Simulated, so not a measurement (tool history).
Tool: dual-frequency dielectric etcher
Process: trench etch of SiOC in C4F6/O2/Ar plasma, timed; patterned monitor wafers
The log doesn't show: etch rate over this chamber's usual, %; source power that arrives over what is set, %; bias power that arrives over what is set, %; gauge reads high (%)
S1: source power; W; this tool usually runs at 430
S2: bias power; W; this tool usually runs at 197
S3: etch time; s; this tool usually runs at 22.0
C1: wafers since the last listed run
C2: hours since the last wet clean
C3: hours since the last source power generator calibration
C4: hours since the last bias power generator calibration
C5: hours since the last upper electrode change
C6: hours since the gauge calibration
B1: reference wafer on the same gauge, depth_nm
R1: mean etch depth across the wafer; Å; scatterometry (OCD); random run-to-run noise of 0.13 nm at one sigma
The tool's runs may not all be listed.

{"run": 1, "day": 0.0, "S1": 430, "S2": 208, "S3": 17.5, "C1": 0, "C2": 434.2, "C3": 2783.5, "C4": 1448.4, "C5": 3402.8, "C6": 135.2, "B1": 57.71, "R1": 402.7}
{"run": 2, "day": 0.496, "S1": 430, "S2": 208, "S3": 17.5, "C1": 205, "C2": 446.1, "C3": 2795.4, "C4": 1460.3, "C5": 3414.7, "C6": 147.1, "B1": 57.76, "R1": 407.1}
{"run": 3, "day": 0.788, "S1": 430, "S2": 197, "S3": 22.0, "C1": 120, "C2": 453.1, "C3": 2802.4, "C4": 1467.3, "C5": 3421.7, "C6": 154.1, "B1": 57.73, "R1": 499.4}
{"run": 4, "day": 1.1, "S1": 430, "S2": 197, "S3": 22.0, "C1": 129, "C2": 460.6, "C3": 2809.9, "C4": 1474.8, "C5": 3429.2, "C6": 161.6, "B1": 57.64, "R1": 500.3}
{"run": 5, "day": 1.658, "S1": 430, "S2": 177, "S3": 22.0, "C1": 231, "C2": 474.0, "C3": 2823.3, "C4": 1488.2, "C5": 3442.6, "C6": 175.0, "B1": 57.73, "R1": 483.2}
{"run": 6, "day": 2.279, "S1": 430, "S2": 197, "S3": 22.0, "C1": 256, "C2": 488.9, "C3": 2838.2, "C4": 1503.1, "C5": 3457.5, "C6": 189.9, "B1": 57.68, "R1": 502.1}
{"run": 7, "day": 2.662, "S1": 430, "S2": 197, "S3": 22.0, "C1": 158, "C2": 498.1, "C3": 2847.4, "C4": 1512.3, "C5": 3466.7, "C6": 199.1, "B1": 57.68, "R1": 501.0}
{"run": 8, "day": 3.258, "S1": 430, "S2": 197, "S3": 25.5, "C1": 246, "C2": 512.4, "C3": 2861.7, "C4": 1526.6, "C5": 3481.0, "C6": 213.4, "B1": 57.68, "R1": 580.9}
{"run": 9, "day": 3.812, "S1": 430, "S2": 197, "S3": 25.5, "C1": 229, "C2": 525.7, "C3": 2875.0, "C4": 1539.9, "C5": 3494.3, "C6": 226.7, "B1": 57.72, "R1": 583.4}
{"day": 4.4, "done": "gauge calibrated"}
{"run": 10, "day": 4.4, "S1": 430, "S2": 197, "S3": 25.5, "C1": 243, "C2": 539.8, "C3": 2889.1, "C4": 1554.0, "C5": 3508.4, "C6": 0.0, "B1": 57.74, "R1": 582.6}
{"run": 11, "day": 4.954, "S1": 430, "S2": 197, "S3": 22.0, "C1": 229, "C2": 553.1, "C3": 2902.4, "C4": 1567.3, "C5": 3521.7, "C6": 13.3, "B1": 57.72, "R1": 503.9}
{"run": 12, "day": 5.562, "S1": 430, "S2": 197, "S3": 22.0, "C1": 251, "C2": 567.7, "C3": 2917.0, "C4": 1581.9, "C5": 3536.3, "C6": 27.9, "B1": 57.76, "R1": 503.9}
{"day": 6.104, "done": "bias power generator calibrated"}
{"run": 13, "day": 6.921, "S1": 330, "S2": 236, "S3": 26.5, "C1": 493, "C2": 600.3, "C3": 2949.6, "C4": 19.6, "C5": 3568.9, "C6": 60.5, "B1": 57.67, "R1": 549.2}
{"day": 8.008, "done": "wet clean of the chamber"}
{"day": 8.421, "done": "upper electrode replaced"}
{"run": 14, "day": 8.442, "S1": 330, "S2": 236, "S3": 26.5, "C1": 43, "C2": 10.4, "C3": 2986.1, "C4": 56.1, "C5": 0.5, "C6": 97.0, "B1": 57.74, "R1": 536.2}
{"run": 15, "day": 8.458, "S1": 430, "S2": 197, "S3": 22.0, "C1": 6, "C2": 10.8, "C3": 2986.5, "C4": 56.5, "C5": 0.9, "C6": 97.4, "B1": 57.72, "R1": 487.8}
{"day": 8.658, "done": "source power generator calibrated"}
{"run": 16, "day": 8.679, "S1": 380, "S2": 221, "S3": 22.0, "C1": 22, "C2": 16.1, "C3": 0.5, "C4": 61.8, "C5": 6.2, "C6": 102.7, "B1": 57.7, "R1": 472.4}
{"run": 17, "day": 9.008, "S1": 430, "S2": 208, "S3": 17.5, "C1": 136, "C2": 24.0, "C3": 8.4, "C4": 69.7, "C5": 14.1, "C6": 110.6, "B1": 57.7, "R1": 395.1}
{"run": 18, "day": 10.917, "S1": 390, "S2": 171, "S3": 18.0, "C1": 789, "C2": 69.8, "C3": 54.2, "C4": 115.5, "C5": 59.9, "C6": 156.4, "B1": 57.67, "R1": 361.0}
{"run": 19, "day": 11.404, "S1": 360, "S2": 197, "S3": 19.0, "C1": 201, "C2": 81.5, "C3": 65.9, "C4": 127.2, "C5": 71.6, "C6": 168.1, "B1": 57.7, "R1": 384.8}
{"run": 20, "day": 11.675, "S1": 460, "S2": 197, "S3": 22.0, "C1": 112, "C2": 88.0, "C3": 72.4, "C4": 133.7, "C5": 78.1, "C6": 174.6, "B1": 57.74, "R1": 506.2}
{"run": 21, "day": 12.162, "S1": 430, "S2": 197, "S3": 22.0, "C1": 201, "C2": 99.7, "C3": 84.1, "C4": 145.4, "C5": 89.8, "C6": 186.3, "B1": 57.76, "R1": 492.0}
{"run": 22, "day": 12.633, "S1": 430, "S2": 197, "S3": 26.5, "C1": 194, "C2": 111.0, "C3": 95.4, "C4": 156.7, "C5": 101.1, "C6": 197.6, "B1": 57.69, "R1": 589.3}
{"run": 23, "day": 13.225, "S1": 350, "S2": 197, "S3": 22.0, "C1": 244, "C2": 125.2, "C3": 109.6, "C4": 170.9, "C5": 115.3, "C6": 211.8, "B1": 57.64, "R1": 436.6}
{"run": 24, "day": 13.604, "S1": 360, "S2": 156, "S3": 24.5, "C1": 156, "C2": 134.3, "C3": 118.7, "C4": 180.0, "C5": 124.4, "C6": 220.9, "B1": 57.66, "R1": 459.4}
{"run": 25, "day": 13.921, "S1": 430, "S2": 197, "S3": 26.5, "C1": 131, "C2": 141.9, "C3": 126.3, "C4": 187.6, "C5": 132.0, "C6": 228.5, "B1": 57.68, "R1": 592.0}

Some steps in R1 between neighbouring runs. How much of each would the tool show without its hidden state too (settings, what came in, random variation), and how much is left for the hidden state, with any gauge scatter that isn't in both results?
Run 7 -> 8: S3 22.0 -> 25.5. R1 +79.9 Å: hidden state +2.9, all else +77.0.
Run 13 -> 14: wet clean of the chamber, upper electrode replaced. R1 -13.0 Å: hidden state -16.6, all else +3.6.
Run 22 -> 23: S1 430 -> 350, S3 26.5 -> 22.0. R1 -152.7 Å: hidden state -1.2, all else -151.5.
Run 24 -> 25: S1 360 -> 430, S2 156 -> 197, S3 24.5 -> 26.5. R1 +132.6 Å: hidden state +1.8, all else +130.8.
